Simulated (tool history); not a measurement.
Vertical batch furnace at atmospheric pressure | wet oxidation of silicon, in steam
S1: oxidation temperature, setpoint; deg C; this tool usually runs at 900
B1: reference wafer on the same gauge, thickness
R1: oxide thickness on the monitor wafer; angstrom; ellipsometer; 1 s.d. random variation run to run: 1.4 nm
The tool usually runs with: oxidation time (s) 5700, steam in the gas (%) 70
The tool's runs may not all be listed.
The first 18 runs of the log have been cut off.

-- hour=1003.0 gauge calibrated
run 19 hour=1025.8 | S1=900 oxidation_time_(s)=5700 steam_in_the_gas_(%)=75 | B1=235.86 | R1=2873.2
run 20 hour=1058.2 | S1=915 oxidation_time_(s)=5700 steam_in_the_gas_(%)=70 | B1=235.98 | R1=3149.9
run 21 hour=1113.3 | S1=884 oxidation_time_(s)=4440 steam_in_the_gas_(%)=61 | B1=235.86 | R1=1629.3
run 22 hour=1138.3 | S1=891 oxidation_time_(s)=4740 steam_in_the_gas_(%)=64 | B1=235.97 | R1=1948.7
run 23 hour=1181.2 | S1=900 oxidation_time_(s)=5700 steam_in_the_gas_(%)=70 | B1=236.10 | R1=2689.5
run 24 hour=1221.5 | S1=912 oxidation_time_(s)=7830 steam_in_the_gas_(%)=79 | B1=235.96 | R1=4201.5
run 25 hour=1253.3 | S1=900 oxidation_time_(s)=5700 steam_in_the_gas_(%)=70 | B1=235.98 | R1=2707.4
run 26 hour=1298.6 | S1=916 oxidation_time_(s)=6840 steam_in_the_gas_(%)=75 | B1=235.90 | R1=3790.2
run 27 hour=1368.1 | S1=900 oxidation_time_(s)=5700 steam_in_the_gas_(%)=70 | B1=235.63 | R1=2655.0
run 28 hour=1394.4 | S1=900 oxidation_time_(s)=5700 steam_in_the_gas_(%)=70 | B1=236.35 | R1=2693.7
run 29 hour=1440.1 | S1=900 oxidation_time_(s)=8430 steam_in_the_gas_(%)=70 | B1=235.52 | R1=3588.0
run 30 hour=1479.3 | S1=919 oxidation_time_(s)=4170 steam_in_the_gas_(%)=76 | B1=236.15 | R1=2725.3
run 31 hour=1535.9 | S1=878 oxidation_time_(s)=5700 steam_in_the_gas_(%)=60 | B1=235.96 | R1=1791.1
run 32 hour=1605.4 | S1=909 oxidation_time_(s)=3990 steam_in_the_gas_(%)=81 | B1=235.97 | R1=2509.4

Branching from run 32: 3 alternative next runs. What would each branch give?
run A hour=1611.9 | S1=900 oxidation_time_(s)=5700 steam_in_the_gas_(%)=70 | B1=? | R1=?
run B hour=1611.9 | S1=876 oxidation_time_(s)=5700 steam_in_the_gas_(%)=73 | B1=? | R1=?
run C hour=1611.9 | S1=876 oxidation_time_(s)=5700 steam_in_the_gas_(%)=70 | B1=? | R1=?

run=A B1=236.20 R1=2681.3
run=B B1=236.20 R1=2062.2
run=C B1=236.20 R1=1991.2
Without the tool's unlogged condition, the same runs would have read:
run=A R1=2818.8
run=B R1=2175.3
run=C R1=2100.8

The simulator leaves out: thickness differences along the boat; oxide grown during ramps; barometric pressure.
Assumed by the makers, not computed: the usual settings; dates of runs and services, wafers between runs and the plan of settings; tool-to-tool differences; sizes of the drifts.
